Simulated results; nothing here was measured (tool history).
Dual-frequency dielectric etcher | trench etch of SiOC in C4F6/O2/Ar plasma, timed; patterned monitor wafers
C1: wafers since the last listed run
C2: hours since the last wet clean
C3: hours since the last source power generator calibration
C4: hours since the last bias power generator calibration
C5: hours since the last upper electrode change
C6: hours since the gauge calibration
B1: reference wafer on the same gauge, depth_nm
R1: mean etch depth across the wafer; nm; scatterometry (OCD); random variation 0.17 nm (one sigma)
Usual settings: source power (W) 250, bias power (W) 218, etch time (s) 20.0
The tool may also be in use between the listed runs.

Run 1, hour 0.0: usual settings; C1 0; C2 190.8; C3 3802.9; C4 2525.8; C5 3476.4; C6 179.9; B1 29.89. Result: R1 35.52 nm.
At hour 191.6: wet clean of the chamber.
Run 2, hour 268.3: usual settings; C1 4199; C2 76.7; C3 4071.2; C4 2794.1; C5 3744.7; C6 448.2; B1 29.88. Result: R1 35.06 nm.
At hour 402.6: upper electrode replaced, of another model than before.
Run 3, hour 403.1: usual settings; C1 1904; C2 211.5; C3 4206.0; C4 2928.9; C5 0.5; C6 583.0; B1 29.89. Result: R1 35.05 nm.
Run 4, hour 459.7: usual settings; C1 972; C2 268.1; C3 4262.6; C4 2985.5; C5 57.1; C6 639.6; B1 29.90. Result: R1 35.15 nm.
At hour 653.3: wet clean of the chamber.
Run 5, hour 744.2: usual settings; C1 4478; C2 90.9; C3 4547.1; C4 3270.0; C5 341.6; C6 924.1; B1 29.89. Result: R1 35.04 nm.
Run 6, hour 789.8: usual settings; C1 783; C2 136.5; C3 4592.7; C4 3315.6; C5 387.2; C6 969.7; B1 29.89. Result: R1 35.09 nm.
Run 7, hour 878.8: usual settings; C1 1529; C2 225.5; C3 4681.7; C4 3404.6; C5 476.2; C6 1058.7; B1 29.89. Result: R1 35.38 nm.
At hour 880.3: gauge calibrated.
At hour 926.9: bias power generator calibrated.
Run 8, hour 958.5: usual settings; C1 1301; C2 305.2; C3 4761.4; C4 31.6; C5 555.9; C6 78.2; B1 29.89. Result: R1 35.59 nm.
Run 9, hour 1005.9: usual settings; C1 814; C2 352.6; C3 4808.8; C4 79.0; C5 603.3; C6 125.6; B1 29.90. Result: R1 35.79 nm.
At hour 1021.7: source power generator calibrated.
Run 10, hour 1081.2: usual settings but bias power (W) 249; C1 1225; C2 427.9; C3 59.5; C4 154.3; C5 678.6; C6 200.9; B1 29.90. Result: R1 37.26 nm.
At hour 1142.8: wet clean of the chamber.
Run 11, hour 1156.7: usual settings but bias power (W) 233, etch time (s) 17.5; C1 885; C2 13.9; C3 135.0; C4 229.8; C5 754.1; C6 276.4; B1 29.91. Result: R1 31.00 nm.
Run 12, hour 1195.5: usual settings but bias power (W) 171; C1 666; C2 52.7; C3 173.8; C4 268.6; C5 792.9; C6 315.2; B1 29.93. Result: R1 33.21 nm.
Run 13, hour 1239.7: usual settings but source power (W) 280; C1 759; C2 96.9; C3 218.0; C4 312.8; C5 837.1; C6 359.4; B1 29.91. Result: R1 36.16 nm.
Run 14, hour 1290.1: usual settings but source power (W) 270, bias power (W) 196; C1 866; C2 147.3; C3 268.4; C4 363.2; C5 887.5; C6 409.8; B1 29.89. Result: R1 35.17 nm.

3 ways to go on from here, each from the tool as it stands after run 14. What would each give?
Run A, hour 1290.5: usual settings but bias power (W) 188; C1 6; C2 147.7; C3 268.8; C4 363.6; C5 887.9; C6 410.2; B1 ?. Result: R1 ?.
Run B, hour 1290.5: usual settings but source power (W) 300, bias power (W) 171, etch time (s) 22.0; C1 6; C2 147.7; C3 268.8; C4 363.6; C5 887.9; C6 410.2; B1 ?. Result: R1 ?.
Run C, hour 1290.5: usual settings but bias power (W) 236, etch time (s) 23.5; C1 6; C2 147.7; C3 268.8; C4 363.6; C5 887.9; C6 410.2; B1 ?. Result: R1 ?.

run     B1     R1
  A  29.90  34.28
  B  29.90  38.58
  C  29.90  42.11
Without the tool's hidden state the same runs would have given:
run     R1
  A  33.97
  B  38.23
  C  41.73

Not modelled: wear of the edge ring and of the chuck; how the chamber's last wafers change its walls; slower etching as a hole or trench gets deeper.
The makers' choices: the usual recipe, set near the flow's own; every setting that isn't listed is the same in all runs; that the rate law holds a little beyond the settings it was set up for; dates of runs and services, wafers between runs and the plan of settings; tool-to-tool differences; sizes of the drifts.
